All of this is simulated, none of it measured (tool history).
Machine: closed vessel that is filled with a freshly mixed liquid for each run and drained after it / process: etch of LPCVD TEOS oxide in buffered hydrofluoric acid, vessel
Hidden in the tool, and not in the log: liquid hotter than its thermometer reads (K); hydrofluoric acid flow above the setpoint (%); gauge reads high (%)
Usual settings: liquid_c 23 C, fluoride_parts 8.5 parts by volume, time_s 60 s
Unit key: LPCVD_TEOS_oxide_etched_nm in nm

run,hour,liquid_c,fluoride_parts,time_s,wafers since the last listed run,hours since the thermometer was replaced,hours since the hydrofluoric acid flow meter was replaced,hours since the gauge calibration,"read-back film thickness of the LPCVD TEOS oxide reference wafer, read on the same gauge (nm)",LPCVD_TEOS_oxide_etched_nm
1,0,23,8.5,75,0,43,1116.4,279.1,70.01,210.38
2,39.7,23,8.5,75,3727,82.7,1156.1,318.8,70.01,211.92
3,111.7,21,8.5,60,6760,154.7,1228.1,390.8,69.97,152.25
4,173.4,24.5,8.5,40,5793,216.4,1289.8,452.5,70.02,123.48
5,215,24.5,8.5,40,3906,258,1331.4,494.1,70.01,125.31
6,283.4,24.5,8.5,40,6422,326.4,1399.8,562.5,70,126.36
7,311.4,23,8.5,60,2629,354.4,1427.8,590.5,70,173.19
8,347.7,23,8.5,60,3408,390.7,1464.1,626.8,69.98,173.92
9,386.8,23,8.5,60,3671,429.8,1503.2,665.9,70.01,175.19
# hour 404.9: hydrofluoric acid flow meter replaced
10,563.2,23,8.5,60,16470,606.2,158.3,842.3,69.99,177.95
# hour 584.4: gauge calibrated
11,595.7,21,8.5,60,3051,638.7,190.8,11.3,70,157.73
# hour 637.5: thermometer replaced
12,651.8,23,6,60,5174,14.3,246.9,67.4,70.01,241.18
13,700.2,23,6,35,4544,62.7,295.3,115.8,70.01,141.34
14,726.5,23,5.5,60,2469,89,321.6,142.1,69.97,259.55
15,780.2,23,11,75,5042,142.7,375.3,195.8,70.01,172.02
16,878.8,26.5,11,60,9258,241.3,473.9,294.4,70.01,168.28
17,926,23,8.5,60,4432,288.5,521.1,341.6,70,173.01
18,1141.2,26,8.5,60,20207,503.7,736.3,556.8,70.01,210.37
19,1196.4,21,8.5,85,5183,558.9,791.5,612,70,226.89
# hour 1237.8: thermometer replaced
20,1254.1,20,12,80,5324,16.3,849.2,669.7,70.02,140.21
21,1285.7,24.5,8.5,85,2967,47.9,880.8,701.3,69.97,261.04

The logged runs with the hidden state left out (each run's random variation unchanged):
run,LPCVD_TEOS_oxide_etched_nm
1,209.46
2,210.41
3,150.32
4,121.36
5,122.82
6,123.18
7,168.42
8,168.67
9,169.44
10,169.77
11,150.06
12,239.08
13,139.65
14,255.89
15,168.94
16,164.09
17,168.06
18,201.21
19,215.73
20,139.19
21,258.64
